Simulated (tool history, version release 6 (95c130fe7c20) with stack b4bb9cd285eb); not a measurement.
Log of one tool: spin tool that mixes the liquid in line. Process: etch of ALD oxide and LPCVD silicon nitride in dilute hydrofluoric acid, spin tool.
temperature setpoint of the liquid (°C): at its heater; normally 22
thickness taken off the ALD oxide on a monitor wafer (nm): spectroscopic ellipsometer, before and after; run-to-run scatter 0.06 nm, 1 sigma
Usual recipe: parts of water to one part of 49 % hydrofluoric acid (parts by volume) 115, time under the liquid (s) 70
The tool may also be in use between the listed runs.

| run | hour | temperature setpoint of the liquid (°C) | parts of water to one part of 49 % hydrofluoric acid (parts by volume) | time under the liquid (s) | read-back film thickness of the ALD oxide reference wafer, read on the same gauge (nm) | thickness taken off the ALD oxide on a monitor wafer (nm) |
|---|---|---|---|---|---|---|
| 1 | 0 | 19.5 | 80 | 70 | 51.61 | 23.3 |
| 2 | 87.9 | 19.5 | 80 | 70 | 51.7 | 23.3 |
| 3 | 188.1 | 22 | 115 | 70 | 51.67 | 17.33 |
| 4 | 261.4 | 22 | 115 | 70 | 51.69 | 17.19 |
| 5 | 319.9 | 17.5 | 90 | 70 | 51.72 | 18.89 |
| 6 | 388.1 | 22 | 115 | 70 | 51.68 | 17.27 |
| 7 | 451 | 22 | 115 | 70 | 51.65 | 17.26 |
|  | 483.2 | gauge calibrated |
| 8 | 538.3 | 24.5 | 115 | 70 | 50.1 | 18.5 |
|  | 544 | hydrofluoric acid flow meter replaced |
| 9 | 611.2 | 22 | 115 | 50 | 50.22 | 11.97 |
| 10 | 681.9 | 20.5 | 115 | 95 | 50.32 | 21.46 |
| 11 | 763.1 | 18 | 115 | 95 | 50.43 | 19.34 |
| 12 | 820.6 | 22 | 115 | 95 | 50.5 | 22.89 |
| 13 | 895.6 | 26.5 | 70 | 70 | 50.62 | 35.03 |

Run 14 comes next. What will it give?
| 14 | 960.5 | 25 | 160 | 40 | ? | ? |

{"run 14": {"read-back film thickness of the ALD oxide reference wafer, read on the same gauge (nm)": 50.68, "thickness taken off the ALD oxide on a monitor wafer (nm)": 7.4}}
The same run, on a tool lacking any hidden state, would have yielded thickness taken off the ALD oxide on a monitor wafer (nm) 7.31.
